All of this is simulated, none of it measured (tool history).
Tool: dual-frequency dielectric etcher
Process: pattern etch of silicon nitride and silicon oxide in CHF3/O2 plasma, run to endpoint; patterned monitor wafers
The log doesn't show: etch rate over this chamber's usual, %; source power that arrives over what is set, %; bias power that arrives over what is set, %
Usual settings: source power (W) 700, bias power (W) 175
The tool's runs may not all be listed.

| run | hour | source power (W) | bias power (W) | wafers since the last listed run | hours since the last wet clean | hours since the last source power generator calibration | hours since the last bias power generator calibration | hours since the last upper electrode change | incoming incoming film thickness, nm | endpoint time (s) |
|---|---|---|---|---|---|---|---|---|---|---|
| 1 | 0 | 700 | 175 | 0 | 321.2 | 2148.7 | 2019.4 | 4102.2 | 312.1 | 208 |
| 2 | 68.7 | 780 | 175 | 615 | 389.9 | 2217.4 | 2088.1 | 4170.9 | 306.1 | 191.2 |
| 3 | 134.8 | 700 | 175 | 591 | 456 | 2283.5 | 2154.2 | 4237 | 308.2 | 204.3 |
|  | 233.4 | wet clean of the chamber |
| 4 | 233.9 | 600 | 175 | 672 | 0.5 | 2382.6 | 2253.3 | 4336.1 | 307.8 | 227.8 |
| 5 | 297.4 | 700 | 175 | 568 | 64 | 2446.1 | 2316.8 | 4399.6 | 305.2 | 204.8 |
| 6 | 376.3 | 700 | 175 | 706 | 142.9 | 2525 | 2395.7 | 4478.5 | 306 | 204.7 |
| 7 | 459.7 | 700 | 175 | 746 | 226.3 | 2608.4 | 2479.1 | 4561.9 | 310.7 | 207.7 |
| 8 | 509.4 | 700 | 175 | 444 | 276 | 2658.1 | 2528.8 | 4611.6 | 308.2 | 206.5 |
|  | 604.3 | source power generator calibrated |
| 9 | 616.9 | 700 | 175 | 926 | 383.5 | 12.6 | 2636.3 | 4719.1 | 310 | 206.6 |
| 10 | 658.5 | 700 | 201 | 372 | 425.1 | 54.2 | 2677.9 | 4760.7 | 310.2 | 194.4 |
|  | 683.9 | wet clean of the chamber |
| 11 | 737.9 | 700 | 175 | 495 | 54 | 133.6 | 2757.3 | 4840.1 | 306.8 | 207.4 |
| 12 | 819.2 | 700 | 133 | 727 | 135.3 | 214.9 | 2838.6 | 4921.4 | 307.5 | 235.1 |
| 13 | 896.5 | 820 | 135 | 692 | 212.6 | 292.2 | 2915.9 | 4998.7 | 308 | 214.2 |
| 14 | 1118.9 | 700 | 175 | 1990 | 435 | 514.6 | 3138.3 | 5221.1 | 310.3 | 206.8 |
|  | 1163.4 | wet clean of the chamber |
|  | 1187.1 | upper electrode replaced |
|  | 1204.3 | bias power generator calibrated |
| 15 | 1208.7 | 650 | 217 | 340 | 45.3 | 604.4 | 4.4 | 21.6 | 309.3 | 194.8 |
| 16 | 1252.6 | 830 | 144 | 393 | 89.2 | 648.3 | 48.3 | 65.5 | 308.2 | 204.2 |
| 17 | 1336.1 | 700 | 175 | 747 | 172.7 | 731.8 | 131.8 | 149 | 309.8 | 205.1 |
| 18 | 1441.9 | 790 | 216 | 947 | 278.5 | 837.6 | 237.6 | 254.8 | 309.2 | 174.4 |
| 19 | 1502.7 | 600 | 144 | 544 | 339.3 | 898.4 | 298.4 | 315.6 | 303.9 | 238.2 |
| 20 | 1568.8 | 630 | 164 | 591 | 405.4 | 964.5 | 364.5 | 381.7 | 309.8 | 221.9 |

Forecast each of these 4 alternatives for the next run:
| A | 1569.3 | 650 | 175 | 4 | 405.9 | 965 | 365 | 382.2 | 309.7 | ? |
| B | 1569.3 | 610 | 175 | 4 | 405.9 | 965 | 365 | 382.2 | 309.7 | ? |
| C | 1569.3 | 700 | 188 | 4 | 405.9 | 965 | 365 | 382.2 | 309.7 | ? |
| D | 1569.3 | 860 | 198 | 4 | 405.9 | 965 | 365 | 382.2 | 309.7 | ? |

| run | endpoint time (s) |
|---|---|
| A | 211.4 |
| B | 218.9 |
| C | 196.8 |
| D | 173.2 |
Without the tool's hidden state the same runs would have given:
| run | endpoint time (s) |
|---|---|
| A | 214.6 |
| B | 222.2 |
| C | 199.7 |
| D | 175.8 |
